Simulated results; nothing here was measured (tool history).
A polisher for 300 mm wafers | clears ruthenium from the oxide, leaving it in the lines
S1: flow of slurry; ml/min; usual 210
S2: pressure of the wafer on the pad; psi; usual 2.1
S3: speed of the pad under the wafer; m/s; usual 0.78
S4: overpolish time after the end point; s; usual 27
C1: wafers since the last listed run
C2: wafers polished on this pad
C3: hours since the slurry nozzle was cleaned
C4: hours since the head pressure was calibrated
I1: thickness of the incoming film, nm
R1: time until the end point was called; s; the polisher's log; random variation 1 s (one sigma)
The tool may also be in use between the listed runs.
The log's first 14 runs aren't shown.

Run 15, hour 184.2: usual settings; C1 86; C2 107; C3 749.3; C4 1485.2; I1 80.9. Result: R1 84.5 s.
Run 16, hour 198.2: usual settings; C1 75; C2 183; C3 763.3; C4 1499.2; I1 80.2. Result: R1 83.1 s.
Run 17, hour 206.2: usual settings; C1 43; C2 227; C3 771.3; C4 1507.2; I1 79.2. Result: R1 82.4 s.
Run 18, hour 233.7: usual settings but S1 255 ml/min, S3 0.62 m/s; C1 149; C2 376; C3 798.8; C4 1534.7; I1 79.9. Result: R1 101.7 s.
Run 19, hour 244.9: usual settings but S1 235 ml/min, S2 2.6 psi, S3 0.6 m/s, S4 14 s; C1 60; C2 436; C3 810; C4 1545.9; I1 80.7. Result: R1 92.8 s.
Run 20, hour 258.6: usual settings but S1 235 ml/min, S2 1.6 psi, S3 0.9 m/s; C1 74; C2 510; C3 823.7; C4 1559.6; I1 78.9. Result: R1 89.1 s.
Run 21, hour 264.8: usual settings; C1 33; C2 544; C3 829.9; C4 1565.8; I1 80.6. Result: R1 87.9 s.
Run 22, hour 271.2: usual settings; C1 34; C2 579; C3 836.3; C4 1572.2; I1 79.2. Result: R1 85.9 s.
Run 23, hour 283: usual settings but S3 0.94 m/s, S4 19 s; C1 63; C2 643; C3 848.1; C4 1584; I1 80.4. Result: R1 73.2 s.
Run 24, hour 296.7: usual settings but S1 145 ml/min; C1 74; C2 717; C3 861.8; C4 1597.7; I1 79.3. Result: R1 92.9 s.
Run 25, hour 303.7: usual settings but S1 255 ml/min, S2 2.4 psi, S3 0.62 m/s, S4 22 s; C1 37; C2 755; C3 868.8; C4 1604.7; I1 79.1. Result: R1 95.4 s.
Run 26, hour 319: usual settings but S1 140 ml/min, S3 0.88 m/s; C1 82; C2 838; C3 884.1; C4 1620; I1 79.1. Result: R1 83.1 s.
At hour 328.7: head pressure recalibrated.
Run 27, hour 332.7: usual settings; C1 63; C2 901; C3 897.8; C4 4; I1 80.2. Result: R1 89.8 s.
At hour 352.4: slurry nozzle cleaned.
At hour 365.4: worn pad replaced by a new one.
Run 28, hour 365.8: usual settings but S1 150 ml/min; C1 152; C2 2; C3 13.4; C4 37.1; I1 80. Result: R1 85.4 s.
Run 29, hour 377.6: usual settings but S3 0.94 m/s; C1 63; C2 66; C3 25.2; C4 48.9; I1 80.4. Result: R1 67.5 s.
Run 30, hour 383.9: usual settings but S1 255 ml/min; C1 34; C2 100; C3 31.5; C4 55.2; I1 80.2. Result: R1 78.2 s.
Run 31, hour 393.4: usual settings but S1 245 ml/min, S2 2.6 psi, S3 1 m/s; C1 51; C2 151; C3 41; C4 64.7; I1 79.3. Result: R1 53.6 s.
Run 32, hour 403.5: usual settings; C1 54; C2 206; C3 51.1; C4 74.8; I1 80.5. Result: R1 84.2 s.
Run 33, hour 410.6: usual settings; C1 38; C2 244; C3 58.2; C4 81.9; I1 78.6. Result: R1 82.4 s.
Run 34, hour 422.3: usual settings but S1 235 ml/min, S4 20 s; C1 63; C2 308; C3 69.9; C4 93.6; I1 79.9. Result: R1 82.1 s.
Run 35, hour 432.7: usual settings; C1 56; C2 364; C3 80.3; C4 104; I1 79.1. Result: R1 82.2 s.
Run 36, hour 449.2: usual settings but S2 2.5 psi, S3 0.56 m/s; C1 89; C2 454; C3 96.8; C4 120.5; I1 78.8. Result: R1 100.1 s.
Run 37, hour 460: usual settings but S1 240 ml/min, S2 1.8 psi, S3 0.64 m/s; C1 58; C2 512; C3 107.6; C4 131.3; I1 80.2. Result: R1 112.3 s.
Run 38, hour 477: usual settings but S2 2.4 psi, S3 0.98 m/s; C1 92; C2 604; C3 124.6; C4 148.3; I1 79.3. Result: R1 61.2 s.

3 ways to go on from here, each from the tool as it stands after run 38. What would each give?
Run A, hour 477.5: usual settings; C1 2; C2 607; C3 125.1; C4 148.8; I1 80.4. Result: R1 ?.
Run B, hour 477.5: usual settings but S2 2.6 psi, S3 0.88 m/s; C1 2; C2 607; C3 125.1; C4 148.8; I1 80.4. Result: R1 ?.
Run C, hour 477.5: usual settings but S1 235 ml/min, S2 2.8 psi; C1 2; C2 607; C3 125.1; C4 148.8; I1 80.4. Result: R1 ?.

run    R1
  A    86
  B  64.7
  C  67.5
Without the tool's hidden state the same runs would have given:
run    R1
  A  80.5
  B  60.5
  C  63.2
